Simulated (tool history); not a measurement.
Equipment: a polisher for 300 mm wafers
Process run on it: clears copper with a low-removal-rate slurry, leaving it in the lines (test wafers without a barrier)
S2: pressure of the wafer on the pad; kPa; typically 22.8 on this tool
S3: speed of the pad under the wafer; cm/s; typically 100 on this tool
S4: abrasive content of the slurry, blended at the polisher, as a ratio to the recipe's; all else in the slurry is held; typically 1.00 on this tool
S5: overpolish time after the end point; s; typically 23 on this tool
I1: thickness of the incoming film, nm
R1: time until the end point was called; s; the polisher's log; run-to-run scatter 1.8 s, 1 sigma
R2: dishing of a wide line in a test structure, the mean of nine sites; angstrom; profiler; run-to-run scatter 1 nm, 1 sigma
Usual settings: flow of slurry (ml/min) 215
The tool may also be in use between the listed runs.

Run 1, hour 0.0: usual settings but S3 76 cm/s, S5 16 s; I1 393.5. Result: R1 142.5 s, R2 282 angstrom.
Run 2, hour 12.5: usual settings but S3 76 cm/s, S5 16 s; I1 400.2. Result: R1 147.5 s, R2 281 angstrom.
Run 3, hour 25.9: usual settings but S3 76 cm/s, S5 16 s; I1 407.2. Result: R1 150.2 s, R2 286 angstrom.
Run 4, hour 38.6: usual settings; I1 392.9. Result: R1 110.4 s, R2 481 angstrom.
Run 5, hour 46.7: usual settings; I1 401.3. Result: R1 115.8 s, R2 463 angstrom.
At hour 61.3: slurry nozzle cleaned.
Run 6, hour 62.3: usual settings; I1 402.7. Result: R1 115.2 s, R2 486 angstrom.
Run 7, hour 79.1: usual settings; I1 405.7. Result: R1 111.1 s, R2 476 angstrom.
Run 8, hour 94.1: usual settings; I1 402.6. Result: R1 111.2 s, R2 473 angstrom.
Run 9, hour 102.0: usual settings; I1 399.7. Result: R1 111.9 s, R2 465 angstrom.
At hour 107.5: slurry blender recalibrated.
At hour 116.9: worn pad replaced by a new one.
Run 10, hour 117.4: usual settings; I1 403.0. Result: R1 98.3 s, R2 508 angstrom.
Run 11, hour 128.6: usual settings but S4 0.75; I1 404.0. Result: R1 106.4 s, R2 482 angstrom.
Run 12, hour 136.0: usual settings but S3 120 cm/s, S4 0.90; I1 402.1. Result: R1 86.4 s, R2 589 angstrom.
Run 13, hour 153.9: usual settings; I1 393.0. Result: R1 99.4 s, R2 505 angstrom.
Run 14, hour 163.8: usual settings but S2 15.9 kPa, S3 84 cm/s, S4 1.10; I1 398.5. Result: R1 157.9 s, R2 343 angstrom.
Run 15, hour 172.6: usual settings but S2 15.2 kPa, S5 30 s; I1 404.7. Result: R1 148.2 s, R2 455 angstrom.
Run 16, hour 216.5: usual settings but flow of slurry (ml/min) 280, S5 10 s; I1 400.4. Result: R1 97.2 s, R2 271 angstrom.
At hour 221.2: head pressure recalibrated.
Run 17, hour 226.3: usual settings but S3 110 cm/s, S4 0.85; I1 394.8. Result: R1 97.4 s, R2 521 angstrom.
Run 18, hour 243.1: usual settings but S2 19.3 kPa, S4 1.25, S5 11 s; I1 404.3. Result: R1 114.6 s, R2 259 angstrom.
Run 19, hour 258.0: usual settings but S2 14.5 kPa, S3 124 cm/s, S4 1.15; I1 394.0. Result: R1 127.0 s, R2 410 angstrom.
Run 20, hour 264.1: usual settings; I1 394.0. Result: R1 103.9 s, R2 498 angstrom.
At hour 268.3: worn pad replaced by a new one.
Run 21, hour 278.6: usual settings but S2 15.9 kPa, S3 84 cm/s, S4 1.10; I1 397.7. Result: R1 177.4 s, R2 324 angstrom.
Run 22, hour 289.5: usual settings but S3 122 cm/s; I1 394.1. Result: R1 86.0 s, R2 563 angstrom.
Run 23, hour 298.4: usual settings but flow of slurry (ml/min) 155, S2 26.9 kPa, S3 116 cm/s, S5 30 s; I1 397.3. Result: R1 78.5 s, R2 732 angstrom.
Run 24, hour 316.3: usual settings but S5 17 s; I1 403.7. Result: R1 103.4 s, R2 388 angstrom.
Run 25, hour 334.1: usual settings but flow of slurry (ml/min) 245, S2 15.2 kPa, S4 1.10, S5 34 s; I1 405.5. Result: R1 152.7 s, R2 478 angstrom.
Run 26, hour 350.1: usual settings but flow of slurry (ml/min) 260, S4 0.70; I1 408.0. Result: R1 121.0 s, R2 456 angstrom.
At hour 402.6: worn pad replaced by a new one.
Run 27, hour 403.1: usual settings but S3 70 cm/s, S4 1.30; I1 397.7. Result: R1 140.8 s, R2 388 angstrom.
Run 28, hour 415.6: usual settings but flow of slurry (ml/min) 190, S2 30.3 kPa, S4 0.85, S5 17 s; I1 406.1. Result: R1 85.7 s, R2 489 angstrom.

Each row is a separate what-if for the run after 28, all from the same tool condition, not one after another. Results?
Run A, hour 416.1: usual settings; I1 395.7. Result: R1 ?, R2 ?.
Run B, hour 416.1: usual settings but flow of slurry (ml/min) 245, S3 76 cm/s, S5 17 s; I1 395.7. Result: R1 ?, R2 ?.
Run C, hour 416.1: usual settings but S4 0.70, S5 32 s; I1 395.7. Result: R1 ?, R2 ?.
Run D, hour 416.1: usual settings but S5 10 s; I1 395.7. Result: R1 ?, R2 ?.
Run E, hour 416.1: usual settings but flow of slurry (ml/min) 155, S3 134 cm/s; I1 395.7. Result: R1 ?, R2 ?.

run     R1   R2
  A  104.6  472
  B  136.3  301
  C  114.8  559
  D  104.6  239
  E   80.0  571
Take away the tool's hidden state, keep each run's random variation, and the runs would have read:
run     R1   R2
  A  100.4  485
  B  130.8  311
  C  110.7  571
  D  100.4  247
  E   76.8  584

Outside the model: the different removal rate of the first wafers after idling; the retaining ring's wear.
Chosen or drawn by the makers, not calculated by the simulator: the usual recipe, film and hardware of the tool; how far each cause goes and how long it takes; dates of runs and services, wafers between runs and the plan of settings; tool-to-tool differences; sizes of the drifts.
